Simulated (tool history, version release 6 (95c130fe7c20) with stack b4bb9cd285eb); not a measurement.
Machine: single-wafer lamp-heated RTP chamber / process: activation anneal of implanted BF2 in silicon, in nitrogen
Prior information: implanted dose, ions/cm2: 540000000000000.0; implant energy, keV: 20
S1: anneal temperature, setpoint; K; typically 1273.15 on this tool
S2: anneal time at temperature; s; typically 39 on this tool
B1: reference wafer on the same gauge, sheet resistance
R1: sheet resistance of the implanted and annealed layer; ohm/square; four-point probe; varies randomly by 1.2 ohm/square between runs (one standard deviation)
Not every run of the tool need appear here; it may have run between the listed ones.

Run 1, hour 0.0: usual settings; B1 204.88. Result: R1 231.03 ohm/square.
Run 2, hour 86.5: usual settings; B1 204.74. Result: R1 231.21 ohm/square.
Run 3, hour 186.0: usual settings; B1 204.89. Result: R1 231.60 ohm/square.
At hour 234.5: pyrometer window cleaned and pyrometer calibrated.
Run 4, hour 288.3: usual settings but S1 1259.15 K; B1 205.01. Result: R1 236.52 ohm/square.
Run 5, hour 375.3: usual settings but S1 1259.15 K; B1 205.01. Result: R1 236.67 ohm/square.
At hour 384.2: reflector plate cleaned.
Run 6, hour 454.3: usual settings but S1 1259.15 K; B1 204.91. Result: R1 242.80 ohm/square.
At hour 518.9: pyrometer window cleaned and pyrometer calibrated.
Run 7, hour 534.1: usual settings but S1 1262.15 K, S2 28 s; B1 205.00. Result: R1 242.76 ohm/square.
Run 8, hour 607.2: usual settings; B1 204.96. Result: R1 231.53 ohm/square.
Run 9, hour 668.8: usual settings; B1 205.09. Result: R1 230.59 ohm/square.
Run 10, hour 768.3: usual settings; B1 204.99. Result: R1 230.46 ohm/square.
At hour 798.8: pyrometer window cleaned and pyrometer calibrated.
Run 11, hour 845.5: usual settings but S1 1259.15 K; B1 204.84. Result: R1 239.00 ohm/square.
Run 12, hour 918.8: usual settings but S1 1300.15 K; B1 205.22. Result: R1 218.47 ohm/square.
At hour 955.9: reflector plate cleaned.
Run 13, hour 991.5: usual settings but S2 28 s; B1 204.95. Result: R1 236.23 ohm/square.
Run 14, hour 1064.4: usual settings but S2 24 s; B1 205.00. Result: R1 235.23 ohm/square.
At hour 1085.1: gauge calibrated.
At hour 1143.0: pyrometer window cleaned and pyrometer calibrated.
Run 15, hour 1158.4: usual settings; B1 205.00. Result: R1 231.14 ohm/square.
Run 16, hour 1253.4: usual settings but S1 1243.15 K, S2 20 s; B1 204.84. Result: R1 262.25 ohm/square.
Run 17, hour 1325.9: usual settings but S1 1244.15 K; B1 204.60. Result: R1 246.94 ohm/square.
Run 18, hour 1390.1: usual settings but S2 32 s; B1 204.79. Result: R1 233.41 ohm/square.
At hour 1455.3: pyrometer window cleaned and pyrometer calibrated.
Run 19, hour 1455.8: usual settings but S1 1243.15 K, S2 28 s; B1 205.30. Result: R1 254.16 ohm/square.
Run 20, hour 1507.1: usual settings; B1 205.08. Result: R1 229.57 ohm/square.

Alternative continuations, all from the tool just after run 20; predict every row:
Run A, hour 1507.5: usual settings; B1 ?. Result: R1 ?.
Run B, hour 1507.5: usual settings but S1 1244.15 K, S2 49 s; B1 ?. Result: R1 ?.
Run C, hour 1507.5: usual settings but S1 1245.15 K, S2 50 s; B1 ?. Result: R1 ?.

run      B1      R1
  A  204.98  227.59
  B  204.98  241.83
  C  204.98  240.85
Take away the tool's hidden state, keep each run's random variation, and the runs would have read:
run      R1
  A  231.44
  B  247.54
  C  246.35
